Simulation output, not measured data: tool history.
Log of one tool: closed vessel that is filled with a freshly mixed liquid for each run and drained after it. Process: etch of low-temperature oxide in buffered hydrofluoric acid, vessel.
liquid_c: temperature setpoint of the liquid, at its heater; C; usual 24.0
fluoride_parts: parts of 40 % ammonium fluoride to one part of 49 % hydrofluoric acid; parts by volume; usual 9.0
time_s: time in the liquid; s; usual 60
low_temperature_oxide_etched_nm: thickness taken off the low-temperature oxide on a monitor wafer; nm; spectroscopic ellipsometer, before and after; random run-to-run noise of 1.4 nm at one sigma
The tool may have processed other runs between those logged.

run	hour	liquid_c	fluoride_parts	time_s	read-back film thickness of the low-temperature oxide reference wafer, read on the same gauge (nm)	low_temperature_oxide_etched_nm
1	0.0	24.0	9.0	60	100.03	250.66
2	9.3	24.0	9.0	60	99.98	252.23
3	20.6	24.0	10.0	60	99.99	226.71
4	37.1	20.0	9.0	60	100.01	201.00
5	50.0	20.0	9.0	60	100.01	202.66
6	64.6	20.0	9.0	60	99.99	198.98
7	75.7	24.0	9.0	50	99.99	208.34
8	83.0	24.0	9.0	50	100.02	209.17
9	93.5	24.0	9.0	60	100.00	248.92
10	109.8	20.0	9.0	60	99.97	200.27
11	121.9	26.5	9.0	60	99.99	283.32
12	130.6	24.0	6.0	75	99.99	455.00
13	144.5	21.0	9.0	60	99.99	210.77
14	160.7	20.0	6.5	40	100.00	178.22
15	173.4	28.5	12.0	95	99.97	375.26
# hour 185.2: gauge calibrated
16	189.5	24.0	9.0	80	100.05	326.89
# hour 197.1: hydrofluoric acid flow meter replaced
17	203.0	28.5	6.0	60	100.01	513.21
18	209.1	24.0	7.5	60	100.04	325.78
19	218.4	24.0	9.0	60	99.98	268.04
20	225.4	28.0	11.5	80	100.00	363.16
21	231.7	24.0	9.0	60	99.98	269.10
22	237.9	24.0	7.5	90	100.06	492.86
23	245.1	21.5	8.0	85	99.98	369.79
24	255.5	19.0	9.0	60	99.99	204.23
25	268.2	21.5	9.0	60	99.98	232.75
26	279.8	20.5	12.0	30	99.94	86.64
27	289.5	24.0	7.0	90	99.97	527.02
28	305.8	24.0	10.5	40	100.00	159.13

Predict the results of run 29:
29	315.7	26.5	9.0	40	?	?

Run 29 measured read-back film thickness of the low-temperature oxide reference wafer, read on the same gauge (nm) 100.00, low_temperature_oxide_etched_nm 202.28 nm.
Take away the tool's hidden state, keep the run-to-run variation as it was, and the same run would have given low_temperature_oxide_etched_nm 211.64 nm.
